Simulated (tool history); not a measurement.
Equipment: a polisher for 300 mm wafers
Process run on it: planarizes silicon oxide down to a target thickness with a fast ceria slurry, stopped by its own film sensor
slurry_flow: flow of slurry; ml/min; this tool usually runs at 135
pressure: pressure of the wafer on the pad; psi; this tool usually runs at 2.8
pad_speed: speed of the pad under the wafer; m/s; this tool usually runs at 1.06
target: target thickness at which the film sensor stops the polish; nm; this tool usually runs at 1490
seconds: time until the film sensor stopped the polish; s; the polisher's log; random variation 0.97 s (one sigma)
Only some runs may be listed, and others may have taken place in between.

run	hour	slurry_flow	pressure	pad_speed	target	incoming thickness of the incoming film, nm	seconds
1	0.0	135	2.8	1.06	1490	2384.1	51.6
2	17.6	135	2.8	1.06	1490	2400.2	55.0
3	55.0	135	2.8	1.16	1490	2375.8	49.5
4	69.9	135	2.8	1.16	1490	2383.3	50.2
5	86.2	135	2.8	1.16	1490	2351.2	47.3
# hour 90.8: head pressure recalibrated
6	92.3	135	2.8	1.06	1490	2385.8	52.6
# hour 103.7: worn pad replaced by a new one
7	109.4	135	2.8	1.06	1490	2360.5	55.2
8	115.8	135	2.8	1.06	1611	2382.2	48.0
9	132.0	135	2.8	1.06	1611	2352.9	45.9
10	139.6	135	2.8	1.06	1611	2386.7	49.1
11	157.5	135	2.8	1.06	1490	2336.0	53.6
12	187.1	135	2.8	1.06	1490	2414.0	60.8
13	194.8	135	2.8	1.06	1490	2334.3	56.4
# hour 209.1: worn pad replaced by a new one
14	209.6	125	2.8	1.06	1490	2364.0	59.7
# hour 218.2: slurry nozzle cleaned
15	222.4	125	2.8	1.06	1490	2365.6	49.8
16	232.0	135	2.8	1.06	1490	2324.6	45.2
17	243.1	120	3.8	1.06	1730	2330.3	25.5
18	255.4	135	2.8	1.06	1490	2383.2	48.6
19	261.5	135	2.8	1.06	1490	2367.7	51.6
20	272.4	135	2.2	1.06	1490	2385.4	63.0
21	287.5	110	2.4	1.06	1231	2372.9	78.7
22	296.4	135	2.8	1.06	1294	2366.5	58.7
23	312.0	155	3.5	1.34	1340	2412.6	37.3
24	328.7	160	2.2	1.06	1589	2382.0	54.4
# hour 335.1: worn pad replaced by a new one
25	345.0	135	2.8	1.06	1412	2380.3	54.0
26	353.7	135	2.8	1.06	1490	2391.9	52.5
27	360.1	135	2.5	1.32	1490	2394.8	44.3
28	372.5	135	2.8	1.06	1490	2334.0	46.4
29	388.5	135	2.5	1.32	1490	2365.4	44.8
30	401.6	135	2.8	1.06	1490	2351.6	49.4
31	414.5	180	2.8	1.06	1490	2348.1	45.9
32	426.4	95	2.8	1.06	1490	2355.8	55.1
# hour 439.2: worn pad replaced by a new one
33	444.2	135	2.8	0.86	1217	2326.8	79.4
34	455.4	170	2.8	1.06	1490	2353.0	48.2
35	464.1	135	2.8	1.06	1490	2407.7	53.7
36	478.3	115	2.0	1.32	1679	2386.3	48.0
37	491.1	135	2.8	0.74	1654	2385.1	60.9
38	500.0	175	2.8	1.06	1490	2372.4	47.7

What the log doesn't show, run by run:
removal rate lost through wear of the pad, %: 0, the same for each run
deviation of the head's pressure from its setpoint, %: 0, the same for each run
H1: slurry flow missing at the pad, %
run	H1
1	15.4
2	17.3
3	21.9
4	23.8
5	26.1
6	26.9
7	29.4
8	30.4
9	32.9
10	34.1
11	37
12	42.2
13	43.6
14	46.3
15	1.27
16	1.3
17	1.38
18	1.53
19	1.62
20	1.83
21	2.18
22	2.43
23	2.95
24	3.6
25	4.34
26	4.77
27	5.11
28	5.81
29	6.8
30	7.69
31	8.62
32	9.54
33	11
34	12
35	12.8
36	14.2
37	15.5
38	16.4

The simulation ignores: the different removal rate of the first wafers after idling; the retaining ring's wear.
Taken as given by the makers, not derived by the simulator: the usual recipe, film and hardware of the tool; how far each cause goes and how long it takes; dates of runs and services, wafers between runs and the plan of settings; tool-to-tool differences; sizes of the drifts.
